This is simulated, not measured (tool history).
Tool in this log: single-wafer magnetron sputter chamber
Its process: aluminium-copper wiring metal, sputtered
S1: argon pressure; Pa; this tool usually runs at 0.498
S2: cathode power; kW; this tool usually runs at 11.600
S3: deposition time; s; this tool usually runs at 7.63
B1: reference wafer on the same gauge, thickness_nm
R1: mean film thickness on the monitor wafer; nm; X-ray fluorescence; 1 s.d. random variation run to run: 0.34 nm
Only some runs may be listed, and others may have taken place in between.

{"run": 1, "day": 0.0, "S1": 0.498, "S2": 11.6, "S3": 7.63, "B1": 144.944, "R1": 139.216}
{"run": 2, "day": 1.646, "S1": 0.498, "S2": 11.6, "S3": 7.63, "B1": 145.028, "R1": 138.676}
{"run": 3, "day": 3.417, "S1": 0.4, "S2": 11.6, "S3": 7.63, "B1": 145.05, "R1": 146.997}
{"run": 4, "day": 5.362, "S1": 0.4, "S2": 11.6, "S3": 7.63, "B1": 145.03, "R1": 147.329}
{"run": 5, "day": 8.217, "S1": 0.4, "S2": 11.6, "S3": 7.63, "B1": 145.014, "R1": 148.389}
{"run": 6, "day": 9.358, "S1": 0.498, "S2": 11.6, "S3": 6.43, "B1": 145.005, "R1": 118.239}
{"run": 7, "day": 10.788, "S1": 0.498, "S2": 11.6, "S3": 6.43, "B1": 145.041, "R1": 118.334}
{"run": 8, "day": 12.533, "S1": 0.498, "S2": 11.6, "S3": 6.43, "B1": 145.009, "R1": 117.535}
{"run": 9, "day": 14.542, "S1": 0.498, "S2": 11.6, "S3": 7.63, "B1": 145.042, "R1": 138.734}
{"run": 10, "day": 16.529, "S1": 0.498, "S2": 11.6, "S3": 7.63, "B1": 144.996, "R1": 138.898}
{"run": 11, "day": 18.892, "S1": 0.498, "S2": 11.6, "S3": 7.63, "B1": 144.998, "R1": 139.006}
{"run": 12, "day": 21.312, "S1": 0.498, "S2": 11.6, "S3": 7.63, "B1": 144.967, "R1": 138.369}
{"run": 13, "day": 23.612, "S1": 0.498, "S2": 13.55, "S3": 8.71, "B1": 144.997, "R1": 187.502}
{"run": 14, "day": 25.008, "S1": 0.498, "S2": 13.55, "S3": 8.71, "B1": 144.934, "R1": 186.353}
{"run": 15, "day": 26.729, "S1": 0.498, "S2": 13.55, "S3": 8.71, "B1": 144.974, "R1": 185.804}
{"run": 16, "day": 29.162, "S1": 0.4, "S2": 11.6, "S3": 7.63, "B1": 144.912, "R1": 148.219}
{"run": 17, "day": 30.683, "S1": 0.498, "S2": 11.6, "S3": 6.51, "B1": 145.047, "R1": 118.917}
{"run": 18, "day": 33.354, "S1": 0.326, "S2": 13.35, "S3": 8.34, "B1": 144.943, "R1": 194.819}
{"run": 19, "day": 36.054, "S1": 0.33, "S2": 9.45, "S3": 7.05, "B1": 144.964, "R1": 117.497}
{"run": 20, "day": 37.346, "S1": 0.415, "S2": 9.15, "S3": 8.91, "B1": 145.037, "R1": 136.025}
{"run": 21, "day": 39.008, "S1": 0.498, "S2": 11.6, "S3": 6.11, "B1": 145.017, "R1": 112.604}
{"run": 22, "day": 41.354, "S1": 0.416, "S2": 8.85, "S3": 6.69, "B1": 144.978, "R1": 98.056}
{"run": 23, "day": 43.638, "S1": 0.498, "S2": 14.1, "S3": 7.63, "B1": 144.974, "R1": 169.585}
{"run": 24, "day": 46.308, "S1": 0.498, "S2": 11.6, "S3": 8.85, "B1": 145.037, "R1": 160.878}
{"run": 25, "day": 48.567, "S1": 0.625, "S2": 10.35, "S3": 7.13, "B1": 144.965, "R1": 107.547}
{"run": 26, "day": 50.892, "S1": 0.359, "S2": 11.6, "S3": 7.63, "B1": 144.987, "R1": 152.604}
{"run": 27, "day": 52.583, "S1": 0.498, "S2": 11.6, "S3": 7.63, "B1": 144.953, "R1": 139.077}
{"run": 28, "day": 54.483, "S1": 0.415, "S2": 9.15, "S3": 8.91, "B1": 144.997, "R1": 134.767}
{"run": 29, "day": 55.783, "S1": 0.335, "S2": 10.3, "S3": 7.63, "B1": 144.951, "R1": 136.095}
{"run": 30, "day": 57.554, "S1": 0.498, "S2": 10.05, "S3": 6.2, "B1": 144.935, "R1": 97.56}
{"run": 31, "day": 60.05, "S1": 0.673, "S2": 11.6, "S3": 7.63, "B1": 144.959, "R1": 123.738}
{"run": 32, "day": 61.438, "S1": 0.615, "S2": 13.2, "S3": 8.31, "B1": 145.068, "R1": 158.89}
{"run": 33, "day": 64.258, "S1": 0.498, "S2": 11.6, "S3": 7.63, "B1": 144.959, "R1": 139.761}
{"run": 34, "day": 66.7, "S1": 0.553, "S2": 13.2, "S3": 6.55, "B1": 145.045, "R1": 132.104}

Between the runs listed above, the log contained 8 entries, not reproduced here. Where in the sequence does each belong, and how does what the log doesn't record of the tool's condition differ from the listed run before to the listed run after?
Logged between run 4 and run 5: sputter target and shields replaced (day 6.629)
  deposition rate above that of a new target (%): -1.34 -> -0.177
  the result without the hidden state subtracted from the measured one, R1: -2.003 -> -0.263 nm
Logged between run 10 and run 11: gauge calibrated (day 18.421)
  deposition rate above that of a new target (%): -0.911 -> -1.12
  the result without the hidden state subtracted from the measured one, R1: -1.277 -> -1.575 nm
Logged between run 12 and run 13: sputter target and shields replaced (day 22.279); magnet pack replaced (day 22.738)
  deposition rate above that of a new target (%): -1.33 -> -0.187
  the result without the hidden state subtracted from the measured one, R1: -1.871 -> -0.352 nm
Logged between run 15 and run 16: capacitance manometer re-zeroed and calibrated (day 28.367)
  deposition rate above that of a new target (%): -0.463 -> -0.678
  the result without the hidden state subtracted from the measured one, R1: -0.863 -> -1.012 nm
Logged between run 18 and run 19: sputter target and shields replaced (day 35.525)
  deposition rate above that of a new target (%): -1.05 -> -0.0594
  the result without the hidden state subtracted from the measured one, R1: -2.064 -> -0.069 nm
Logged between run 24 and run 25: sputter target and shields replaced (day 48.254)
  deposition rate above that of a new target (%): -0.966 -> -0.445
  the result without the hidden state subtracted from the measured one, R1: -1.569 -> -0.480 nm
Logged between run 32 and run 33: sputter target and shields replaced (day 61.925)
  deposition rate above that of a new target (%): -1.58 -> -0.266
  the result without the hidden state subtracted from the measured one, R1: -2.555 -> -0.373 nm
